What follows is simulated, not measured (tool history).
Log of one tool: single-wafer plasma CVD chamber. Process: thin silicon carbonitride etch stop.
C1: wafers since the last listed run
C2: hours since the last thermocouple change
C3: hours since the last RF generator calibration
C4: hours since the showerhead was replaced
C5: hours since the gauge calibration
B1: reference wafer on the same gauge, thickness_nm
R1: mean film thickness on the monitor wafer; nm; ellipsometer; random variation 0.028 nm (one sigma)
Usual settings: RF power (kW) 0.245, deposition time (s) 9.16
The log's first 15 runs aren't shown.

{"run": 16, "hour": 1163.3, "RF power (kW)": 0.205, "deposition time (s)": 9.72, "C1": 2139, "C2": 2280.7, "C3": 336.2, "C4": 5964.0, "C5": 542.9, "B1": 5.213, "R1": 5.755}
{"run": 17, "hour": 1246.8, "RF power (kW)": 0.22, "deposition time (s)": 8.47, "C1": 2427, "C2": 2364.2, "C3": 419.7, "C4": 6047.5, "C5": 626.4, "B1": 5.246, "R1": 5.136}
{"run": 18, "hour": 1320.9, "RF power (kW)": 0.225, "deposition time (s)": 8.51, "C1": 2154, "C2": 2438.3, "C3": 493.8, "C4": 6121.6, "C5": 700.5, "B1": 5.265, "R1": 5.235}
{"run": 19, "hour": 1426.6, "RF power (kW)": 0.21, "deposition time (s)": 9.16, "C1": 3072, "C2": 2544.0, "C3": 599.5, "C4": 6227.3, "C5": 806.2, "B1": 5.276, "R1": 5.526}
{"hour": 1513.5, "done": "showerhead replaced"}
{"run": 20, "hour": 1531.2, "RF power (kW)": 0.245, "deposition time (s)": 9.16, "C1": 2808, "C2": 2648.6, "C3": 704.1, "C4": 17.7, "C5": 910.8, "B1": 5.286, "R1": 5.807}
{"run": 21, "hour": 1593.8, "RF power (kW)": 0.245, "deposition time (s)": 9.16, "C1": 1819, "C2": 2711.2, "C3": 766.7, "C4": 80.3, "C5": 973.4, "B1": 5.307, "R1": 5.763}
{"run": 22, "hour": 1655.0, "RF power (kW)": 0.23, "deposition time (s)": 9.16, "C1": 1779, "C2": 2772.4, "C3": 827.9, "C4": 141.5, "C5": 1034.6, "B1": 5.297, "R1": 5.664}
{"run": 23, "hour": 1720.7, "RF power (kW)": 0.245, "deposition time (s)": 7.8, "C1": 1909, "C2": 2838.1, "C3": 893.6, "C4": 207.2, "C5": 1100.3, "B1": 5.303, "R1": 4.948}
{"hour": 1762.8, "done": "thermocouple changed; heater temperature recalibrated"}
{"run": 24, "hour": 1789.4, "RF power (kW)": 0.26, "deposition time (s)": 8.21, "C1": 1764, "C2": 26.6, "C3": 962.3, "C4": 275.9, "C5": 1169.0, "B1": 5.294, "R1": 5.33}
{"run": 25, "hour": 1870.6, "RF power (kW)": 0.245, "deposition time (s)": 9.16, "C1": 2360, "C2": 107.8, "C3": 1043.5, "C4": 357.1, "C5": 1250.2, "B1": 5.318, "R1": 5.842}
{"run": 26, "hour": 1944.7, "RF power (kW)": 0.28, "deposition time (s)": 10.53, "C1": 2154, "C2": 181.9, "C3": 1117.6, "C4": 431.2, "C5": 1324.3, "B1": 5.312, "R1": 6.935}
{"run": 27, "hour": 2041.1, "RF power (kW)": 0.29, "deposition time (s)": 9.16, "C1": 2802, "C2": 278.3, "C3": 1214.0, "C4": 527.6, "C5": 1420.7, "B1": 5.335, "R1": 6.209}
{"run": 28, "hour": 2146.2, "RF power (kW)": 0.22, "deposition time (s)": 8.42, "C1": 3055, "C2": 383.4, "C3": 1319.1, "C4": 632.7, "C5": 1525.8, "B1": 5.337, "R1": 5.281}
{"run": 29, "hour": 2241.6, "RF power (kW)": 0.27, "deposition time (s)": 9.9, "C1": 2773, "C2": 478.8, "C3": 1414.5, "C4": 728.1, "C5": 1621.2, "B1": 5.331, "R1": 6.579}
{"run": 30, "hour": 2349.6, "RF power (kW)": 0.2, "deposition time (s)": 9.16, "C1": 3139, "C2": 586.8, "C3": 1522.5, "C4": 836.1, "C5": 1729.2, "B1": 5.346, "R1": 5.551}
{"run": 31, "hour": 2407.9, "RF power (kW)": 0.245, "deposition time (s)": 9.16, "C1": 1694, "C2": 645.1, "C3": 1580.8, "C4": 894.4, "C5": 1787.5, "B1": 5.35, "R1": 5.889}
{"run": 32, "hour": 2456.2, "RF power (kW)": 0.22, "deposition time (s)": 10.13, "C1": 1404, "C2": 693.4, "C3": 1629.1, "C4": 942.7, "C5": 1835.8, "B1": 5.355, "R1": 6.292}
{"hour": 2496.9, "done": "RF generator calibrated"}
{"run": 33, "hour": 2703.8, "RF power (kW)": 0.23, "deposition time (s)": 10.36, "C1": 6965, "C2": 941.0, "C3": 206.9, "C4": 1190.3, "C5": 2083.4, "B1": 5.351, "R1": 6.561}
{"run": 34, "hour": 2780.7, "RF power (kW)": 0.275, "deposition time (s)": 10.82, "C1": 2235, "C2": 1017.9, "C3": 283.8, "C4": 1267.2, "C5": 2160.3, "B1": 5.363, "R1": 7.262}
{"run": 35, "hour": 2842.6, "RF power (kW)": 0.245, "deposition time (s)": 9.16, "C1": 1799, "C2": 1079.8, "C3": 345.7, "C4": 1329.1, "C5": 2222.2, "B1": 5.358, "R1": 5.879}

Forecast each of these 4 alternatives for the next run:
{"run": "A", "hour": 2843.0, "RF power (kW)": 0.245, "deposition time (s)": 9.16, "C1": 11, "C2": 1080.2, "C3": 346.1, "C4": 1329.5, "C5": 2222.6, "B1": "?", "R1": "?"}
{"run": "B", "hour": 2843.0, "RF power (kW)": 0.245, "deposition time (s)": 10.92, "C1": 11, "C2": 1080.2, "C3": 346.1, "C4": 1329.5, "C5": 2222.6, "B1": "?", "R1": "?"}
{"run": "C", "hour": 2843.0, "RF power (kW)": 0.29, "deposition time (s)": 8.24, "C1": 11, "C2": 1080.2, "C3": 346.1, "C4": 1329.5, "C5": 2222.6, "B1": "?", "R1": "?"}
{"run": "D", "hour": 2843.0, "RF power (kW)": 0.285, "deposition time (s)": 10.01, "C1": 11, "C2": 1080.2, "C3": 346.1, "C4": 1329.5, "C5": 2222.6, "B1": "?", "R1": "?"}

run=A B1=5.337 R1=5.931
run=B B1=5.337 R1=7.070
run=C B1=5.337 R1=5.617
run=D B1=5.337 R1=6.787
Without the tool's hidden state the same runs would have given:
run=A R1=5.625
run=B R1=6.705
run=C R1=5.327
run=D R1=6.437
